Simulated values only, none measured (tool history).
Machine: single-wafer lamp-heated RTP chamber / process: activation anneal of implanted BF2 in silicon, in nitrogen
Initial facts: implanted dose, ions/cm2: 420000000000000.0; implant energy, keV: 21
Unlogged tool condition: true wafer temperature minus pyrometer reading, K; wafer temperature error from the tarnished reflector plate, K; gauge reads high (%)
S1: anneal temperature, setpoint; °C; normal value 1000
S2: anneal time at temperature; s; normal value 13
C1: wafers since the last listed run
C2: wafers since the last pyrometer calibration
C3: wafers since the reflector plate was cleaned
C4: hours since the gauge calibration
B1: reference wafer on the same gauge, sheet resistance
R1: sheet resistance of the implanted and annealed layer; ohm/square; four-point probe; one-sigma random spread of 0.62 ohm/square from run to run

run 1 day=0 | S1=1000 S2=13 | C1=0 C2=747 C3=3865 C4=894.7 | B1=322.01 | R1=283.22
run 2 day=0.85 | S1=1000 S2=13 | C1=480 C2=1228 C3=4345 C4=915.1 | B1=321.95 | R1=282.64
run 3 day=1.996 | S1=1000 S2=13 | C1=647 C2=1875 C3=4993 C4=942.6 | B1=321.89 | R1=282.36
run 4 day=3.083 | S1=1000 S2=13 | C1=614 C2=2490 C3=5607 C4=968.7 | B1=321.99 | R1=282.9
run 5 day=3.742 | S1=1000 S2=13 | C1=372 C2=2862 C3=5979 C4=984.5 | B1=321.96 | R1=282.51
-- day=5.188 reflector plate cleaned
run 6 day=5.238 | S1=1000 S2=13 | C1=657 C2=3519 C3=28 C4=1020.4 | B1=321.85 | R1=281.62
run 7 day=5.829 | S1=1000 S2=13 | C1=334 C2=3854 C3=363 C4=1034.6 | B1=321.96 | R1=281.22
-- day=6.471 pyrometer window cleaned and pyrometer calibrated
run 8 day=6.633 | S1=1000 S2=13 | C1=266 C2=91 C3=629 C4=1053.9 | B1=322 | R1=282.94
run 9 day=8.038 | S1=1000 S2=13 | C1=793 C2=885 C3=1422 C4=1087.6 | B1=322.1 | R1=283.01
run 10 day=8.862 | S1=1000 S2=13 | C1=466 C2=1351 C3=1889 C4=1107.4 | B1=321.95 | R1=282.89
run 11 day=9.992 | S1=1000 S2=13 | C1=638 C2=1990 C3=2527 C4=1134.5 | B1=322.23 | R1=283.39
run 12 day=10.575 | S1=1000 S2=13 | C1=329 C2=2319 C3=2857 C4=1148.5 | B1=322.07 | R1=281.19
run 13 day=11.162 | S1=1000 S2=13 | C1=332 C2=2651 C3=3189 C4=1162.6 | B1=321.97 | R1=281.58
run 14 day=11.979 | S1=1000 S2=13 | C1=461 C2=3113 C3=3650 C4=1182.2 | B1=321.79 | R1=281.64
run 15 day=13.3 | S1=1029 S2=15 | C1=746 C2=3860 C3=4397 C4=1213.9 | B1=322.19 | R1=274.81
-- day=14.608 reflector plate cleaned
run 16 day=14.629 | S1=1028 S2=13 | C1=562 C2=4422 C3=11 C4=1245.8 | B1=321.99 | R1=274.86
-- day=15.079 gauge calibrated
-- day=15.246 pyrometer window cleaned and pyrometer calibrated
run 17 day=15.533 | S1=977 S2=18 | C1=322 C2=163 C3=334 C4=10.9 | B1=321.8 | R1=294.34
run 18 day=17.512 | S1=977 S2=18 | C1=1118 C2=1281 C3=1452 C4=58.4 | B1=322.08 | R1=293.14
run 19 day=18.358 | S1=1000 S2=13 | C1=478 C2=1759 C3=1930 C4=78.7 | B1=322.02 | R1=282.76
run 20 day=19.171 | S1=1000 S2=13 | C1=459 C2=2219 C3=2390 C4=98.2 | B1=322.22 | R1=282.11
run 21 day=20.429 | S1=976 S2=10 | C1=711 C2=2930 C3=3101 C4=128.4 | B1=321.74 | R1=297.51
run 22 day=21.192 | S1=1025 S2=13 | C1=430 C2=3361 C3=3532 C4=146.7 | B1=322.03 | R1=277.93
run 23 day=23.833 | S1=1000 S2=13 | C1=1493 C2=4854 C3=5025 C4=210.1 | B1=321.9 | R1=280.42
-- day=24.558 reflector plate cleaned
-- day=24.925 pyrometer window cleaned and pyrometer calibrated
run 24 day=25.167 | S1=1000 S2=13 | C1=376 C2=137 C3=154 C4=242.1 | B1=322 | R1=283.86
run 25 day=25.833 | S1=1000 S2=8 | C1=376 C2=514 C3=531 C4=258.1 | B1=321.87 | R1=286.63
run 26 day=27.238 | S1=1000 S2=13 | C1=793 C2=1308 C3=1325 C4=291.8 | B1=321.87 | R1=284.07
run 27 day=27.779 | S1=973 S2=19 | C1=306 C2=1614 C3=1631 C4=304.8 | B1=321.98 | R1=297.06
run 28 day=28.971 | S1=1000 S2=13 | C1=673 C2=2287 C3=2304 C4=333.4 | B1=321.92 | R1=283.1
run 29 day=29.55 | S1=1000 S2=18 | C1=327 C2=2615 C3=2632 C4=347.3 | B1=321.88 | R1=281.16
run 30 day=30.875 | S1=987 S2=18 | C1=748 C2=3364 C3=3381 C4=379.1 | B1=321.92 | R1=284.71
run 31 day=31.612 | S1=990 S2=20 | C1=416 C2=3781 C3=3797 C4=396.8 | B1=321.94 | R1=282.02
run 32 day=32.362 | S1=1000 S2=13 | C1=423 C2=4205 C3=4221 C4=414.8 | B1=321.94 | R1=281.97
run 33 day=32.975 | S1=1000 S2=13 | C1=346 C2=4551 C3=4568 C4=429.5 | B1=322.04 | R1=280.69
-- day=34.254 reflector plate cleaned
-- day=34.392 pyrometer window cleaned and pyrometer calibrated
run 34 day=34.412 | S1=989 S2=7 | C1=545 C2=11 C3=11 C4=464 | B1=322.06 | R1=292.5
run 35 day=35.45 | S1=978 S2=20 | C1=586 C2=598 C3=598 C4=488.9 | B1=322.04 | R1=290.53
run 36 day=36.392 | S1=989 S2=18 | C1=532 C2=1130 C3=1130 C4=511.5 | B1=322.07 | R1=284.82

Predict each of these 4 candidate next runs independently; none follows another, all start after run 36:
run A day=36.408 | S1=981 S2=13 | C1=9 C2=1139 C3=1139 C4=511.9 | B1=? | R1=?
run B day=36.408 | S1=973 S2=16 | C1=9 C2=1139 C3=1139 C4=511.9 | B1=? | R1=?
run C day=36.408 | S1=983 S2=11 | C1=9 C2=1139 C3=1139 C4=511.9 | B1=? | R1=?
run D day=36.408 | S1=1022 S2=7 | C1=9 C2=1139 C3=1139 C4=511.9 | B1=? | R1=?

run=A B1=321.88 R1=292.17
run=B B1=321.88 R1=296.85
run=C B1=321.88 R1=292.16
run=D B1=321.88 R1=281.44
Take away the tool's hidden state, keep each run's random variation, and the runs would have read:
run=A R1=294.02
run=B R1=299.19
run=C R1=293.93
run=D R1=281.9

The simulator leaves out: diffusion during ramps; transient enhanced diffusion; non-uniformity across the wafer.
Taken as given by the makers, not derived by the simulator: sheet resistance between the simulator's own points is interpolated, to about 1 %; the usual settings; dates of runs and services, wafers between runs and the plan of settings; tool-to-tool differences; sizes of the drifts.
